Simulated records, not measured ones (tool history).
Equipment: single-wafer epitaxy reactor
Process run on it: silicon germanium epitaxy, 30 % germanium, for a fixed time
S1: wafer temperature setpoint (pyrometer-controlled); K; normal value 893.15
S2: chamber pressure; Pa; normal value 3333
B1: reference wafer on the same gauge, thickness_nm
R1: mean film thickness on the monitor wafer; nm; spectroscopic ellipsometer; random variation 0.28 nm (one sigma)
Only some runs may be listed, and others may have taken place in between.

run 1 hour=0.0 | S1=893.15 S2=3520 | B1=119.943 | R1=107.002
run 2 hour=6.5 | S1=893.15 S2=3520 | B1=120.033 | R1=107.302
run 3 hour=14.4 | S1=887.15 S2=2720 | B1=120.030 | R1=82.378
run 4 hour=25.6 | S1=893.15 S2=3333 | B1=119.968 | R1=103.887
run 5 hour=41.1 | S1=893.15 S2=3333 | B1=120.038 | R1=103.509
run 6 hour=55.4 | S1=893.15 S2=3333 | B1=119.999 | R1=103.249
run 7 hour=84.0 | S1=893.15 S2=3333 | B1=119.945 | R1=103.211
run 8 hour=98.9 | S1=893.15 S2=3826 | B1=119.962 | R1=112.572
run 9 hour=105.1 | S1=893.15 S2=3826 | B1=119.977 | R1=112.659
run 10 hour=112.6 | S1=893.15 S2=3826 | B1=119.967 | R1=112.248
run 11 hour=130.6 | S1=893.15 S2=3333 | B1=119.971 | R1=103.199
run 12 hour=148.4 | S1=893.15 S2=3333 | B1=120.055 | R1=103.455
run 13 hour=155.1 | S1=893.15 S2=3333 | B1=120.020 | R1=103.487
-- hour=171.3 pyrometer calibrated
run 14 hour=171.8 | S1=886.15 S2=3613 | B1=119.982 | R1=91.548
run 15 hour=177.3 | S1=886.15 S2=3613 | B1=119.997 | R1=91.713
run 16 hour=191.0 | S1=893.15 S2=3333 | B1=120.052 | R1=96.927
run 17 hour=208.9 | S1=893.15 S2=3333 | B1=119.989 | R1=97.648
-- hour=217.3 capacitance manometer re-zeroed and calibrated
run 18 hour=223.4 | S1=901.15 S2=2826 | B1=119.970 | R1=104.434
run 19 hour=232.5 | S1=893.15 S2=2680 | B1=119.880 | R1=88.496
run 20 hour=245.2 | S1=893.15 S2=3333 | B1=119.957 | R1=102.536
-- hour=253.7 showerhead replaced
run 21 hour=261.8 | S1=887.15 S2=2720 | B1=120.014 | R1=81.625
run 22 hour=270.1 | S1=904.15 S2=3000 | B1=120.084 | R1=112.908
-- hour=281.8 gauge calibrated
run 23 hour=285.5 | S1=893.15 S2=3333 | B1=120.060 | R1=102.612
run 24 hour=296.7 | S1=893.15 S2=3333 | B1=119.955 | R1=102.720
run 25 hour=309.3 | S1=883.15 S2=3853 | B1=119.939 | R1=96.177
run 26 hour=322.8 | S1=902.15 S2=3333 | B1=119.992 | R1=117.742
run 27 hour=330.1 | S1=886.15 S2=3333 | B1=119.946 | R1=91.947
run 28 hour=336.6 | S1=902.15 S2=2800 | B1=119.972 | R1=104.899
run 29 hour=350.3 | S1=887.15 S2=3773 | B1=120.009 | R1=101.212
run 30 hour=357.3 | S1=900.15 S2=3720 | B1=120.027 | R1=122.162
run 31 hour=375.2 | S1=893.15 S2=3333 | B1=120.048 | R1=102.335
run 32 hour=384.4 | S1=899.15 S2=2786 | B1=119.895 | R1=99.824
run 33 hour=401.5 | S1=883.15 S2=3920 | B1=119.998 | R1=97.249
run 34 hour=418.3 | S1=881.15 S2=3600 | B1=120.055 | R1=89.391
run 35 hour=429.6 | S1=893.15 S2=3333 | B1=120.076 | R1=102.628

Predict each of these 4 candidate next runs independently; none follows another, all start after run 35:
run A hour=430.0 | S1=893.15 S2=3333 | B1=? | R1=?
run B hour=430.0 | S1=881.15 S2=3333 | B1=? | R1=?
run C hour=430.0 | S1=903.15 S2=2746 | B1=? | R1=?
run D hour=430.0 | S1=878.15 S2=2920 | B1=? | R1=?

run=A B1=120.048 R1=102.738
run=B B1=120.048 R1=85.298
run=C B1=120.048 R1=105.077
run=D B1=120.048 R1=74.623
What these runs would have given with no unlogged condition in the tool:
run=A R1=102.405
run=B R1=84.977
run=C R1=104.781
run=D R1=74.332
